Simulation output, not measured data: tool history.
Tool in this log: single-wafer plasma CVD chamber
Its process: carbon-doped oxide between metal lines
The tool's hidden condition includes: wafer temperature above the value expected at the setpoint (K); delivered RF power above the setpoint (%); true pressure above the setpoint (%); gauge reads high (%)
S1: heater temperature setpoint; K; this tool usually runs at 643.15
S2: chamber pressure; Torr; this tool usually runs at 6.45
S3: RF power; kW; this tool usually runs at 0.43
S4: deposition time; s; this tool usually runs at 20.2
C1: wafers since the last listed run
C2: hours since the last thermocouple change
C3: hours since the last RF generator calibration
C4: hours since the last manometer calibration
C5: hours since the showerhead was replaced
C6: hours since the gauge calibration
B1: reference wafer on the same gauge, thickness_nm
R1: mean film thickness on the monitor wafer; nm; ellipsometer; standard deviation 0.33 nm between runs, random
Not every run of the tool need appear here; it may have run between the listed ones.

{"run": 1, "hour": 0.0, "S1": 643.15, "S2": 6.45, "S3": 0.43, "S4": 20.2, "C1": 0, "C2": 1106.5, "C3": 1541.8, "C4": 1242.7, "C5": 3042.3, "C6": 915, "B1": 69.534, "R1": 82.122}
{"run": 2, "hour": 29.3, "S1": 643.15, "S2": 6.45, "S3": 0.43, "S4": 20.2, "C1": 793, "C2": 1135.8, "C3": 1571.1, "C4": 1272, "C5": 3071.6, "C6": 944.3, "B1": 69.537, "R1": 81.996}
{"run": 3, "hour": 71.7, "S1": 643.15, "S2": 6.45, "S3": 0.43, "S4": 20.2, "C1": 1147, "C2": 1178.2, "C3": 1613.5, "C4": 1314.4, "C5": 3114, "C6": 986.7, "B1": 69.514, "R1": 81.838}
{"hour": 108.3, "done": "RF generator calibrated"}
{"hour": 124.1, "done": "thermocouple changed; heater temperature recalibrated"}
{"hour": 127.3, "done": "capacitance manometer re-zeroed and calibrated"}
{"run": 4, "hour": 135.3, "S1": 643.15, "S2": 6.45, "S3": 0.43, "S4": 20.2, "C1": 1203, "C2": 11.2, "C3": 27, "C4": 8, "C5": 3177.6, "C6": 1050.3, "B1": 69.437, "R1": 85.06}
{"run": 5, "hour": 202.3, "S1": 643.15, "S2": 6.45, "S3": 0.43, "S4": 20.2, "C1": 1813, "C2": 78.2, "C3": 94, "C4": 75, "C5": 3244.6, "C6": 1117.3, "B1": 69.577, "R1": 84.6}
{"run": 6, "hour": 247.6, "S1": 643.15, "S2": 6.45, "S3": 0.43, "S4": 20.2, "C1": 1226, "C2": 123.5, "C3": 139.3, "C4": 120.3, "C5": 3289.9, "C6": 1162.6, "B1": 69.499, "R1": 84.445}
{"run": 7, "hour": 311.9, "S1": 643.15, "S2": 6.45, "S3": 0.43, "S4": 20.2, "C1": 1740, "C2": 187.8, "C3": 203.6, "C4": 184.6, "C5": 3354.2, "C6": 1226.9, "B1": 69.463, "R1": 84.12}
{"run": 8, "hour": 357.9, "S1": 643.15, "S2": 6.45, "S3": 0.43, "S4": 20.2, "C1": 1245, "C2": 233.8, "C3": 249.6, "C4": 230.6, "C5": 3400.2, "C6": 1272.9, "B1": 69.458, "R1": 83.679}
{"run": 9, "hour": 383.0, "S1": 643.15, "S2": 7.86, "S3": 0.47, "S4": 23.6, "C1": 679, "C2": 258.9, "C3": 274.7, "C4": 255.7, "C5": 3425.3, "C6": 1298, "B1": 69.321, "R1": 107.185}
{"run": 10, "hour": 447.1, "S1": 643.15, "S2": 6.45, "S3": 0.375, "S4": 23.5, "C1": 1735, "C2": 323, "C3": 338.8, "C4": 319.8, "C5": 3489.4, "C6": 1362.1, "B1": 69.452, "R1": 84.197}
{"run": 11, "hour": 509.4, "S1": 643.15, "S2": 6.45, "S3": 0.515, "S4": 20.2, "C1": 1686, "C2": 385.3, "C3": 401.1, "C4": 382.1, "C5": 3551.7, "C6": 1424.4, "B1": 69.564, "R1": 97.133}
{"run": 12, "hour": 715.9, "S1": 656.15, "S2": 5.63, "S3": 0.51, "S4": 20.2, "C1": 5589, "C2": 591.8, "C3": 607.6, "C4": 588.6, "C5": 3758.2, "C6": 1630.9, "B1": 69.445, "R1": 92.594}
{"run": 13, "hour": 746.0, "S1": 643.15, "S2": 6.45, "S3": 0.43, "S4": 20.2, "C1": 814, "C2": 621.9, "C3": 637.7, "C4": 618.7, "C5": 3788.3, "C6": 1661, "B1": 69.572, "R1": 82.7}
{"run": 14, "hour": 772.4, "S1": 631.15, "S2": 6.45, "S3": 0.43, "S4": 20.2, "C1": 714, "C2": 648.3, "C3": 664.1, "C4": 645.1, "C5": 3814.7, "C6": 1687.4, "B1": 69.463, "R1": 85.498}
{"hour": 796.5, "done": "gauge calibrated"}
{"run": 15, "hour": 824.9, "S1": 629.15, "S2": 6, "S3": 0.43, "S4": 20.2, "C1": 1421, "C2": 700.8, "C3": 716.6, "C4": 697.6, "C5": 3867.2, "C6": 28.4, "B1": 69.474, "R1": 85.527}
{"run": 16, "hour": 896.5, "S1": 643.15, "S2": 6.45, "S3": 0.43, "S4": 20.2, "C1": 1938, "C2": 772.4, "C3": 788.2, "C4": 769.2, "C5": 3938.8, "C6": 100, "B1": 69.358, "R1": 82.263}
{"run": 17, "hour": 967.7, "S1": 643.15, "S2": 5.95, "S3": 0.43, "S4": 20.2, "C1": 1927, "C2": 843.6, "C3": 859.4, "C4": 840.4, "C5": 4010, "C6": 171.2, "B1": 69.42, "R1": 81.685}
{"hour": 1036.6, "done": "showerhead replaced"}
{"run": 18, "hour": 1037.6, "S1": 643.15, "S2": 6.45, "S3": 0.465, "S4": 20.2, "C1": 1675, "C2": 913.5, "C3": 929.3, "C4": 910.3, "C5": 1, "C6": 241.1, "B1": 69.308, "R1": 88.767}
{"run": 19, "hour": 1070.0, "S1": 643.15, "S2": 6.45, "S3": 0.43, "S4": 20.2, "C1": 877, "C2": 945.9, "C3": 961.7, "C4": 942.7, "C5": 33.4, "C6": 273.5, "B1": 69.584, "R1": 81.672}
{"hour": 1097.9, "done": "thermocouple changed; heater temperature recalibrated"}
{"run": 20, "hour": 1137.9, "S1": 636.15, "S2": 6.45, "S3": 0.43, "S4": 20.2, "C1": 1621, "C2": 40, "C3": 1029.6, "C4": 1010.6, "C5": 101.3, "C6": 341.4, "B1": 69.487, "R1": 83.066}
{"run": 21, "hour": 1177.9, "S1": 657.15, "S2": 5.7, "S3": 0.37, "S4": 23.2, "C1": 1082, "C2": 80, "C3": 1069.6, "C4": 1050.6, "C5": 141.3, "C6": 381.4, "B1": 69.515, "R1": 76.375}
{"run": 22, "hour": 1202.7, "S1": 652.15, "S2": 6.45, "S3": 0.43, "S4": 23.8, "C1": 671, "C2": 104.8, "C3": 1094.4, "C4": 1075.4, "C5": 166.1, "C6": 406.2, "B1": 69.522, "R1": 94.077}
{"run": 23, "hour": 1268.7, "S1": 643.15, "S2": 6.45, "S3": 0.43, "S4": 20.2, "C1": 1786, "C2": 170.8, "C3": 1160.4, "C4": 1141.4, "C5": 232.1, "C6": 472.2, "B1": 69.57, "R1": 81.59}
{"run": 24, "hour": 1337.9, "S1": 643.15, "S2": 7.44, "S3": 0.475, "S4": 23.2, "C1": 1873, "C2": 240, "C3": 1229.6, "C4": 1210.6, "C5": 301.3, "C6": 541.4, "B1": 69.464, "R1": 103.67}
{"run": 25, "hour": 1382.0, "S1": 643.15, "S2": 6.45, "S3": 0.43, "S4": 20.2, "C1": 1193, "C2": 284.1, "C3": 1273.7, "C4": 1254.7, "C5": 345.4, "C6": 585.5, "B1": 69.598, "R1": 81.565}
{"run": 26, "hour": 1412.1, "S1": 643.15, "S2": 6.45, "S3": 0.43, "S4": 20.2, "C1": 814, "C2": 314.2, "C3": 1303.8, "C4": 1284.8, "C5": 375.5, "C6": 615.6, "B1": 69.412, "R1": 81.091}
{"run": 27, "hour": 1448.6, "S1": 651.15, "S2": 7.58, "S3": 0.43, "S4": 16.8, "C1": 988, "C2": 350.7, "C3": 1340.3, "C4": 1321.3, "C5": 412, "C6": 652.1, "B1": 69.481, "R1": 67.222}
{"run": 28, "hour": 1524.2, "S1": 629.15, "S2": 7.12, "S3": 0.465, "S4": 18.6, "C1": 2046, "C2": 426.3, "C3": 1415.9, "C4": 1396.9, "C5": 487.6, "C6": 727.7, "B1": 69.679, "R1": 84.758}

4 ways to go on from here, each from the tool as it stands after run 28. What would each give?
{"run": "A", "hour": 1524.6, "S1": 643.15, "S2": 6.45, "S3": 0.43, "S4": 20.2, "C1": 10, "C2": 426.7, "C3": 1416.3, "C4": 1397.3, "C5": 488, "C6": 728.1, "B1": "?", "R1": "?"}
{"run": "B", "hour": 1524.6, "S1": 637.15, "S2": 6.45, "S3": 0.43, "S4": 20.2, "C1": 10, "C2": 426.7, "C3": 1416.3, "C4": 1397.3, "C5": 488, "C6": 728.1, "B1": "?", "R1": "?"}
{"run": "C", "hour": 1524.6, "S1": 633.15, "S2": 5.79, "S3": 0.37, "S4": 20.2, "C1": 10, "C2": 426.7, "C3": 1416.3, "C4": 1397.3, "C5": 488, "C6": 728.1, "B1": "?", "R1": "?"}
{"run": "D", "hour": 1524.6, "S1": 638.15, "S2": 6.45, "S3": 0.43, "S4": 20.2, "C1": 10, "C2": 426.7, "C3": 1416.3, "C4": 1397.3, "C5": 488, "C6": 728.1, "B1": "?", "R1": "?"}

run=A B1=69.583 R1=81.56
run=B B1=69.583 R1=82.921
run=C B1=69.583 R1=71.321
run=D B1=69.583 R1=82.69
With no hidden state in the tool, these same runs would have given:
run=A R1=86.216
run=B R1=87.655
run=C R1=75.559
run=D R1=87.411

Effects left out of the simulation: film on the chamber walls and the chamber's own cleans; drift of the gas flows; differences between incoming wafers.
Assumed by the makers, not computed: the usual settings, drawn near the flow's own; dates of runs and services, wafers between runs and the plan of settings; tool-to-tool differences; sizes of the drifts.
